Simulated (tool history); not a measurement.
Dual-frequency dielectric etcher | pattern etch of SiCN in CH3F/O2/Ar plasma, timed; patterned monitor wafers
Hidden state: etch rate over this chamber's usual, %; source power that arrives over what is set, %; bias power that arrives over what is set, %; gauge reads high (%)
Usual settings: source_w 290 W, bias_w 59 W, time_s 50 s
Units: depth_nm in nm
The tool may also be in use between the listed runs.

| run | hour | source_w | bias_w | time_s | wafers since the last listed run | hours since the last wet clean | hours since the last source power generator calibration | hours since the last bias power generator calibration | hours since the last upper electrode change | hours since the gauge calibration | read-back reference wafer on the same gauge, depth_nm | depth_nm |
|---|---|---|---|---|---|---|---|---|---|---|---|---|
| 1 | 0 | 290 | 59 | 50 | 0 | 423.4 | 3217.8 | 3772.3 | 3879.8 | 284.2 | 16.1 | 13.27 |
| 2 | 16.8 | 290 | 59 | 50 | 265 | 440.2 | 3234.6 | 3789.1 | 3896.6 | 301 | 16.11 | 13.28 |
| 3 | 37.6 | 290 | 59 | 50 | 328 | 461 | 3255.4 | 3809.9 | 3917.4 | 321.8 | 16.11 | 13.31 |
| 4 | 51 | 290 | 59 | 50 | 211 | 474.4 | 3268.8 | 3823.3 | 3930.8 | 335.2 | 16.09 | 13.24 |
| 5 | 63.6 | 290 | 59 | 50 | 198 | 487 | 3281.4 | 3835.9 | 3943.4 | 347.8 | 16.07 | 13.51 |
| 6 | 88.5 | 290 | 59 | 50 | 393 | 511.9 | 3306.3 | 3860.8 | 3968.3 | 372.7 | 16.1 | 13.25 |
| 7 | 103.5 | 290 | 59 | 50 | 236 | 526.9 | 3321.3 | 3875.8 | 3983.3 | 387.7 | 16.1 | 13.31 |
| 8 | 124.8 | 290 | 59 | 50 | 336 | 548.2 | 3342.6 | 3897.1 | 4004.6 | 409 | 16.12 | 13.22 |
|  | 165 | wet clean of the chamber |
| 9 | 165.5 | 290 | 59 | 50 | 263 | 0.5 | 3383.3 | 3937.8 | 4045.3 | 449.7 | 16.13 | 14.21 |
|  | 181.7 | gauge calibrated |
|  | 189.7 | upper electrode replaced, of another model than before |
| 10 | 190.2 | 330 | 59 | 64 | 11 | 25.2 | 3408 | 3962.5 | 0.5 | 8.5 | 16.08 | 18.84 |
|  | 198.5 | source power generator calibrated |
| 11 | 214.1 | 290 | 59 | 64.5 | 314 | 49.1 | 15.6 | 3986.4 | 24.4 | 32.4 | 16.11 | 17.99 |
| 12 | 243.2 | 230 | 59 | 55 | 459 | 78.2 | 44.7 | 4015.5 | 53.5 | 61.5 | 16.09 | 14.1 |
| 13 | 255.6 | 350 | 53 | 40 | 195 | 90.6 | 57.1 | 4027.9 | 65.9 | 73.9 | 16.1 | 11.54 |
|  | 312.5 | bias power generator calibrated |
| 14 | 325.8 | 290 | 59 | 50 | 1045 | 160.8 | 127.3 | 13.3 | 136.1 | 144.1 | 16.11 | 13.7 |
| 15 | 345.8 | 310 | 59 | 50 | 315 | 180.8 | 147.3 | 33.3 | 156.1 | 164.1 | 16.11 | 13.94 |
| 16 | 358.6 | 250 | 55 | 62 | 202 | 193.6 | 160.1 | 46.1 | 168.9 | 176.9 | 16.1 | 16.17 |
| 17 | 373.3 | 230 | 59 | 50 | 232 | 208.3 | 174.8 | 60.8 | 183.6 | 191.6 | 16.12 | 12.9 |
| 18 | 393.7 | 290 | 59 | 50 | 322 | 228.7 | 195.2 | 81.2 | 204 | 212 | 16.09 | 13.62 |

5 ways to go on from here, each from the tool as it stands after run 18. What would each give?
| A | 394.1 | 320 | 59 | 50 | 6 | 229.1 | 195.6 | 81.6 | 204.4 | 212.4 | ? | ? |
| B | 394.1 | 350 | 59 | 60.5 | 6 | 229.1 | 195.6 | 81.6 | 204.4 | 212.4 | ? | ? |
| C | 394.1 | 290 | 52 | 62 | 6 | 229.1 | 195.6 | 81.6 | 204.4 | 212.4 | ? | ? |
| D | 394.1 | 290 | 49 | 60 | 6 | 229.1 | 195.6 | 81.6 | 204.4 | 212.4 | ? | ? |
| E | 394.1 | 290 | 59 | 61.5 | 6 | 229.1 | 195.6 | 81.6 | 204.4 | 212.4 | ? | ? |

| run | read-back reference wafer on the same gauge, depth_nm | depth_nm |
|---|---|---|
| A | 16.09 | 14.21 |
| B | 16.09 | 17.69 |
| C | 16.09 | 16.69 |
| D | 16.09 | 15.98 |
| E | 16.09 | 16.96 |
Without the tool's hidden state the same runs would have given:
| run | depth_nm |
|---|---|
| A | 14.58 |
| B | 18.14 |
| C | 17.11 |
| D | 16.38 |
| E | 17.39 |

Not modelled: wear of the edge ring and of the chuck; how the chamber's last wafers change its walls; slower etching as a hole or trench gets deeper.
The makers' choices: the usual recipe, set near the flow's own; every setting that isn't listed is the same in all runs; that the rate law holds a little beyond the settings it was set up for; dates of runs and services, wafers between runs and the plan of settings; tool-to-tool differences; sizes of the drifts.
